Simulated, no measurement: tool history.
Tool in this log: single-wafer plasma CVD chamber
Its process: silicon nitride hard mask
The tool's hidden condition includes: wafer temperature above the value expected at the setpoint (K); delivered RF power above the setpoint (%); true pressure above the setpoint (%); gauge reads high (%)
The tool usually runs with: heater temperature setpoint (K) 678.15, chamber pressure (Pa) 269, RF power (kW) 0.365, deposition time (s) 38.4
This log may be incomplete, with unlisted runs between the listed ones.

run	hour	heater temperature setpoint (K)	chamber pressure (Pa)	RF power (kW)	deposition time (s)	wafers since the last listed run	hours since the last thermocouple change	hours since the last RF generator calibration	hours since the last manometer calibration	hours since the showerhead was replaced	hours since the gauge calibration	read-back reference wafer on the same gauge, thickness_nm	mean film thickness on the monitor wafer (nm)
1	0	678.15	252	0.365	38.4	0	907.4	714.4	398	6015	1291.4	65.125	60.498
2	74.3	678.15	269	0.365	38.4	1029	981.7	788.7	472.3	6089.3	1365.7	65.143	61.666
3	177.3	678.15	269	0.365	38.4	1427	1084.7	891.7	575.3	6192.3	1468.7	65.202	61.41
4	365.9	678.15	269	0.365	38.4	2614	1273.3	1080.3	763.9	6380.9	1657.3	65.233	61.445
5	404.5	678.15	269	0.365	38.4	535	1311.9	1118.9	802.5	6419.5	1695.9	65.178	61.765
6	483.2	678.15	269	0.365	35.1	1090	1390.6	1197.6	881.2	6498.2	1774.6	65.187	56.518
7	589.6	678.15	269	0.365	35.1	1474	1497	1304	987.6	6604.6	1881	65.221	56.755
8	643.6	678.15	227	0.365	38.4	748	1551	1358	1041.6	6658.6	1935	65.188	59.545
9	727.6	678.15	269	0.365	38.4	1164	1635	1442	1125.6	6742.6	2019	65.18	62.098
10	767.2	678.15	269	0.365	38.4	548	1674.6	1481.6	1165.2	6782.2	2058.6	65.216	62.344
11	853.6	678.15	269	0.365	38.4	1197	1761	1568	1251.6	6868.6	2145	65.175	62.126
# hour 855.6: gauge calibrated
12	892	678.15	269	0.365	38.4	532	1799.4	1606.4	1290	6907	36.4	65.207	62.295
13	944.8	678.15	269	0.365	38.4	731	1852.2	1659.2	1342.8	6959.8	89.2	65.218	62.462
14	1012.9	678.15	269	0.365	38.4	943	1920.3	1727.3	1410.9	7027.9	157.3	65.193	62.414
15	1099.7	678.15	269	0.365	38.4	1203	2007.1	1814.1	1497.7	7114.7	244.1	65.181	62.009
16	1194.2	664.15	303	0.34	35.6	1309	2101.6	1908.6	1592.2	7209.2	338.6	65.195	55.536
17	1298.5	678.15	236	0.32	38.4	1445	2205.9	2012.9	1696.5	7313.5	442.9	65.178	52.955
# hour 1359.8: capacitance manometer re-zeroed and calibrated
# hour 1384.4: showerhead replaced
18	1392	678.15	269	0.365	38.4	1074	2299.4	2106.4	32.2	7.6	536.4	65.221	61.427
# hour 1445.6: thermocouple changed; heater temperature recalibrated
# hour 1459.2: RF generator calibrated
19	1482.1	678.15	307	0.365	38.4	1027	36.5	22.9	122.3	97.7	626.5	65.213	63.164
20	1530.6	683.15	269	0.365	42.4	672	85	71.4	170.8	146.2	675	65.236	67.532
21	1577.3	678.15	269	0.365	45.1	647	131.7	118.1	217.5	192.9	721.7	65.164	71.657
22	1672.3	678.15	269	0.365	38.4	1316	226.7	213.1	312.5	287.9	816.7	65.176	61.036
23	1756.3	678.15	295	0.405	33	1164	310.7	297.1	396.5	371.9	900.7	65.178	59.109
24	1815.9	692.15	297	0.34	42.2	826	370.3	356.7	456.1	431.5	960.3	65.236	63.534
25	1864.7	678.15	269	0.365	36.3	676	419.1	405.5	504.9	480.3	1009.1	65.242	57.989
26	1962.8	678.15	301	0.365	38.4	1359	517.2	503.6	603	578.4	1107.2	65.227	63.104
27	2038.8	691.15	245	0.365	38.4	1053	593.2	579.6	679	654.4	1183.2	65.241	60.06
28	2119.2	683.15	269	0.365	42.4	1114	673.6	660	759.4	734.8	1263.6	65.2	67.874
29	2221	665.15	269	0.4	38.4	1410	775.4	761.8	861.2	836.6	1365.4	65.161	67.531
30	2280.2	687.15	296	0.365	38.4	820	834.6	821	920.4	895.8	1424.6	65.234	62.937

Across each entry between runs, compare the hidden state at the last listed run before it with the hidden state at the first listed run after it:
In the gap between runs 11 and 12: gauge calibrated (hour 855.6)
  true pressure above the setpoint (%): 6.02 -> 6.35
  the result without the hidden state subtracted from the measured one, mean film thickness on the monitor wafer (nm): +0.804 -> +0.848
In the gap between runs 17 and 18: capacitance manometer re-zeroed and calibrated (hour 1359.8); showerhead replaced (hour 1384.4)
  true pressure above the setpoint (%): 10.4 -> -0.473
  the result without the hidden state subtracted from the measured one, mean film thickness on the monitor wafer (nm): +1.241 -> -0.065
In the gap between runs 18 and 19: thermocouple changed; heater temperature recalibrated (hour 1445.6); RF generator calibrated (hour 1459.2)
  true pressure above the setpoint (%): -0.473 -> -0.426
  the result without the hidden state subtracted from the measured one, mean film thickness on the monitor wafer (nm): -0.065 -> -0.06

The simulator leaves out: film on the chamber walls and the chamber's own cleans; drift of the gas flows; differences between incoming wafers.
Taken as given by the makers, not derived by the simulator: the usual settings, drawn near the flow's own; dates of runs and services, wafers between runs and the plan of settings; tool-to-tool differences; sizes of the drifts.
